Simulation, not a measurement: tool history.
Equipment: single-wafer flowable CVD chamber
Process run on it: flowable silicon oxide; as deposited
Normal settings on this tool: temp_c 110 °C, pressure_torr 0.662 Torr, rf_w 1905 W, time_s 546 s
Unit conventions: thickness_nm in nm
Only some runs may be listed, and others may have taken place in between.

run	hour	temp_c	pressure_torr	rf_w	time_s	wafers since the last listed run	hours since the last thermocouple change	hours since the last RF generator calibration	hours since the last manometer calibration	hours since the showerhead was replaced	hours since the gauge calibration	read-back reference wafer on the same gauge, thickness_nm	thickness_nm
1	0	110	0.662	1905	546	0	2138.3	1376.6	1978.6	6851.7	94.5	183.831	164.755
2	13.5	110	0.662	1905	546	33	2151.8	1390.1	1992.1	6865.2	108	183.831	163.028
3	22.2	110	0.662	1905	546	21	2160.5	1398.8	2000.8	6873.9	116.7	184.305	162.406
4	33.2	110	0.662	1700	546	27	2171.5	1409.8	2011.8	6884.9	127.7	183.974	157.26
5	44.6	110	0.662	1700	546	28	2182.9	1421.2	2023.2	6896.3	139.1	183.954	155.135
6	55.6	110	0.662	1700	546	27	2193.9	1432.2	2034.2	6907.3	150.1	184.218	156.533
7	68.4	110	0.662	1785	546	31	2206.7	1445	2047	6920.1	162.9	183.404	159.979
8	77.2	110	0.662	1905	459	21	2215.5	1453.8	2055.8	6928.9	171.7	184.143	136.833
9	90.5	110	0.662	1905	459	33	2228.8	1467.1	2069.1	6942.2	185	184.047	136.774
10	99.4	110	0.662	1905	546	22	2237.7	1476	2078	6951.1	193.9	184.316	162.032
11	111.5	110	0.662	1905	546	30	2249.8	1488.1	2090.1	6963.2	206	183.421	162.904
# hour 129.2: capacitance manometer re-zeroed and calibrated
# hour 134: showerhead replaced
12	134.5	110	0.662	1905	546	25	2272.8	1511.1	5.3	0.5	229	183.905	161.863
13	135.3	110	0.662	1670	546	1	2273.6	1511.9	6.1	1.3	229.8	184.273	153.23
14	147.9	110	0.662	1905	546	31	2286.2	1524.5	18.7	13.9	242.4	183.72	161.051
15	164.5	110	0.662	1905	546	41	2302.8	1541.1	35.3	30.5	259	184.487	159.883
16	181.9	104	0.662	1905	546	43	2320.2	1558.5	52.7	47.9	276.4	184.235	190.073
# hour 219.6: thermocouple changed; heater temperature recalibrated
17	225.7	110	0.662	1905	478	89	6.1	1602.3	96.5	91.7	320.2	183.767	128.322
# hour 249.2: RF generator calibrated
18	249.7	105	0.662	1775	546	39	30.1	0.5	120.5	115.7	344.2	184.33	164.348
19	259.8	99	0.662	1905	580	25	40.2	10.6	130.6	125.8	354.3	183.869	209.516
# hour 281.7: thermocouple changed; heater temperature recalibrated, repeated, since the last time left the tool worse
20	305.3	120	0.662	1645	612	93	23.6	56.1	176.1	171.3	399.8	183.913	148.836
# hour 315.1: gauge calibrated
21	323.1	110	0.662	2240	546	44	41.4	73.9	193.9	189.1	8	183.977	187.392
22	338.6	110	0.756	2025	546	38	56.9	89.4	209.4	204.6	23.5	184.154	211.234
23	346.9	110	0.662	1905	546	20	65.2	97.7	217.7	212.9	31.8	183.938	178.471
24	357.5	117	0.765	2215	630	26	75.8	108.3	228.3	223.5	42.4	184.028	207.017
25	369.7	110	0.777	1905	546	30	88	120.5	240.5	235.7	54.6	184.085	213.097
26	385.4	110	0.662	1905	546	39	103.7	136.2	256.2	251.4	70.3	183.655	180.72
27	396.6	110	0.662	1655	546	27	114.9	147.4	267.4	262.6	81.5	184.175	171.662
28	410.3	97	0.51	2030	473	34	128.6	161.1	281.1	276.3	95.2	184.242	179.203

Predict each of these 4 candidate next runs independently; none follows another, all start after run 28:
A	410.9	110	0.662	1905	546	1	129.2	161.7	281.7	276.9	95.8	?	?
B	410.9	97	0.662	1905	573	1	129.2	161.7	281.7	276.9	95.8	?	?
C	410.9	97	0.714	2265	546	1	129.2	161.7	281.7	276.9	95.8	?	?
D	410.9	110	0.662	1905	615	1	129.2	161.7	281.7	276.9	95.8	?	?

run	read-back reference wafer on the same gauge, thickness_nm	thickness_nm
A	183.688	181.975
B	183.688	279.2
C	183.688	298.421
D	183.688	204.972
Take away the tool's hidden state, keep each run's random variation, and the runs would have read:
run	thickness_nm
A	182.369
B	279.821
C	299.084
D	205.415

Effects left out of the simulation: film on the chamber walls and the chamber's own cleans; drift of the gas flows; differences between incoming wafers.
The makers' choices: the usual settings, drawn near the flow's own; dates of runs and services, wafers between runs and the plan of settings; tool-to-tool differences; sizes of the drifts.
